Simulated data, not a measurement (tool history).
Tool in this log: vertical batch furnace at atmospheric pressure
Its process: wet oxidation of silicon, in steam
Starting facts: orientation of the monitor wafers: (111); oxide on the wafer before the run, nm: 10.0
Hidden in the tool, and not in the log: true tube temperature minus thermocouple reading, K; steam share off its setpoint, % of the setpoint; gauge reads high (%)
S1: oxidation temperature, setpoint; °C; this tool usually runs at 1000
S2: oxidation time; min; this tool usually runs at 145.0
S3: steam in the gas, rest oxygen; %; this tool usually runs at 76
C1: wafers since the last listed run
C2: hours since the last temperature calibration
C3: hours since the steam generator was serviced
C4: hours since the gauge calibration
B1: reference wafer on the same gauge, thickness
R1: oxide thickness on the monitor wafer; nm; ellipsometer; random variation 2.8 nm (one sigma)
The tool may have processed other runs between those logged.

| run | hour | S1 | S2 | S3 | C1 | C2 | C3 | C4 | B1 | R1 |
|---|---|---|---|---|---|---|---|---|---|---|
| 1 | 0.0 | 1013 | 145.0 | 76 | 0 | 1057.5 | 3278.8 | 1030.6 | 540.03 | 662.34 |
| 2 | 91.4 | 1008 | 104.0 | 76 | 794 | 1148.9 | 3370.2 | 1122.0 | 539.96 | 534.17 |
| 3 | 170.2 | 1008 | 104.0 | 76 | 685 | 1227.7 | 3449.0 | 1200.8 | 539.74 | 534.01 |
| 4 | 214.6 | 1008 | 104.0 | 76 | 385 | 1272.1 | 3493.4 | 1245.2 | 540.02 | 528.93 |
| 5 | 279.3 | 1014 | 129.5 | 76 | 562 | 1336.8 | 3558.1 | 1309.9 | 539.59 | 620.01 |
| 6 | 379.1 | 1014 | 129.5 | 76 | 867 | 1436.6 | 3657.9 | 1409.7 | 539.93 | 622.41 |
| 7 | 443.6 | 1014 | 129.5 | 76 | 560 | 1501.1 | 3722.4 | 1474.2 | 540.42 | 619.21 |
| 8 | 495.7 | 1000 | 145.0 | 76 | 452 | 1553.2 | 3774.5 | 1526.3 | 539.59 | 622.71 |
| 9 | 569.4 | 1000 | 145.0 | 76 | 640 | 1626.9 | 3848.2 | 1600.0 | 540.30 | 621.40 |
| 10 | 667.7 | 1000 | 145.0 | 83 | 854 | 1725.2 | 3946.5 | 1698.3 | 539.92 | 655.45 |
| 11 | 710.5 | 1000 | 145.0 | 83 | 372 | 1768.0 | 3989.3 | 1741.1 | 540.18 | 649.13 |
| 12 | 795.3 | 1000 | 145.0 | 83 | 737 | 1852.8 | 4074.1 | 1825.9 | 540.25 | 650.99 |
| 13 | 837.2 | 1000 | 188.5 | 79 | 364 | 1894.7 | 4116.0 | 1867.8 | 540.37 | 739.59 |
| 14 | 886.5 | 1000 | 188.5 | 79 | 428 | 1944.0 | 4165.3 | 1917.1 | 539.97 | 739.04 |
| 15 | 932.2 | 1000 | 188.5 | 79 | 397 | 1989.7 | 4211.0 | 1962.8 | 539.57 | 740.55 |
| 16 | 1015.8 | 1000 | 145.0 | 76 | 726 | 2073.3 | 4294.6 | 2046.4 | 540.11 | 621.05 |
|  | 1062.7 | gauge calibrated |
| 17 | 1089.0 | 989 | 145.0 | 80 | 636 | 2146.5 | 4367.8 | 26.3 | 540.51 | 606.39 |
|  | 1184.5 | steam generator serviced |
| 18 | 1193.7 | 989 | 145.0 | 80 | 701 | 2251.2 | 9.2 | 131.0 | 539.92 | 642.01 |
| 19 | 1297.4 | 989 | 145.0 | 80 | 901 | 2354.9 | 112.9 | 234.7 | 540.15 | 637.08 |
| 20 | 1342.4 | 1019 | 78.0 | 85 | 391 | 2399.9 | 157.9 | 279.7 | 540.40 | 529.16 |
| 21 | 1444.4 | 1000 | 145.0 | 76 | 886 | 2501.9 | 259.9 | 381.7 | 539.49 | 650.05 |
| 22 | 1526.5 | 978 | 170.5 | 76 | 713 | 2584.0 | 342.0 | 463.8 | 539.61 | 639.60 |
| 23 | 1628.0 | 1018 | 105.0 | 65 | 882 | 2685.5 | 443.5 | 565.3 | 540.25 | 531.91 |
| 24 | 1711.1 | 1000 | 145.0 | 76 | 722 | 2768.6 | 526.6 | 648.4 | 540.37 | 647.88 |
| 25 | 1801.9 | 1000 | 195.5 | 66 | 789 | 2859.4 | 617.4 | 739.2 | 539.72 | 701.35 |
| 26 | 1850.0 | 1000 | 175.5 | 69 | 418 | 2907.5 | 665.5 | 787.3 | 539.78 | 669.80 |
| 27 | 1923.2 | 1000 | 145.0 | 76 | 636 | 2980.7 | 738.7 | 860.5 | 539.92 | 637.23 |
| 28 | 1987.0 | 987 | 103.5 | 82 | 554 | 3044.5 | 802.5 | 924.3 | 539.65 | 516.77 |
|  | 2020.9 | thermocouples replaced and temperature profile calibrated |
| 29 | 2051.0 | 980 | 216.0 | 67 | 347 | 30.1 | 866.5 | 988.3 | 540.21 | 675.52 |
| 30 | 2117.1 | 1000 | 145.0 | 76 | 574 | 96.2 | 932.6 | 1054.4 | 539.61 | 633.61 |
| 31 | 2206.6 | 1018 | 125.0 | 85 | 778 | 185.7 | 1022.1 | 1143.9 | 540.04 | 674.50 |
| 32 | 2261.0 | 1000 | 145.0 | 84 | 472 | 240.1 | 1076.5 | 1198.3 | 540.71 | 672.48 |
| 33 | 2327.6 | 980 | 216.0 | 67 | 578 | 306.7 | 1143.1 | 1264.9 | 540.13 | 673.97 |
| 34 | 2409.3 | 1000 | 171.5 | 80 | 710 | 388.4 | 1224.8 | 1346.6 | 539.92 | 718.13 |
| 35 | 2483.4 | 1008 | 90.5 | 69 | 644 | 462.5 | 1298.9 | 1420.7 | 540.45 | 468.59 |
| 36 | 2572.2 | 982 | 206.5 | 71 | 771 | 551.3 | 1387.7 | 1509.5 | 540.13 | 689.88 |
| 37 | 2750.4 | 977 | 124.5 | 76 | 1549 | 729.5 | 1565.9 | 1687.7 | 540.34 | 511.45 |
| 38 | 2831.0 | 1000 | 207.0 | 76 | 700 | 810.1 | 1646.5 | 1768.3 | 539.91 | 772.15 |

3 ways to go on from here, each from the tool as it stands after run 38. What would each give?
| A | 2837.5 | 1000 | 145.0 | 76 | 56 | 816.6 | 1653.0 | 1774.8 | ? | ? |
| B | 2837.5 | 1010 | 169.0 | 76 | 56 | 816.6 | 1653.0 | 1774.8 | ? | ? |
| C | 2837.5 | 1011 | 145.0 | 86 | 56 | 816.6 | 1653.0 | 1774.8 | ? | ? |

| run | B1 | R1 |
|---|---|---|
| A | 540.27 | 631.67 |
| B | 540.27 | 722.66 |
| C | 540.27 | 713.77 |
Had the tool no hidden state, the same runs would have come out as:
| run | R1 |
|---|---|
| A | 655.08 |
| B | 748.78 |
| C | 739.57 |
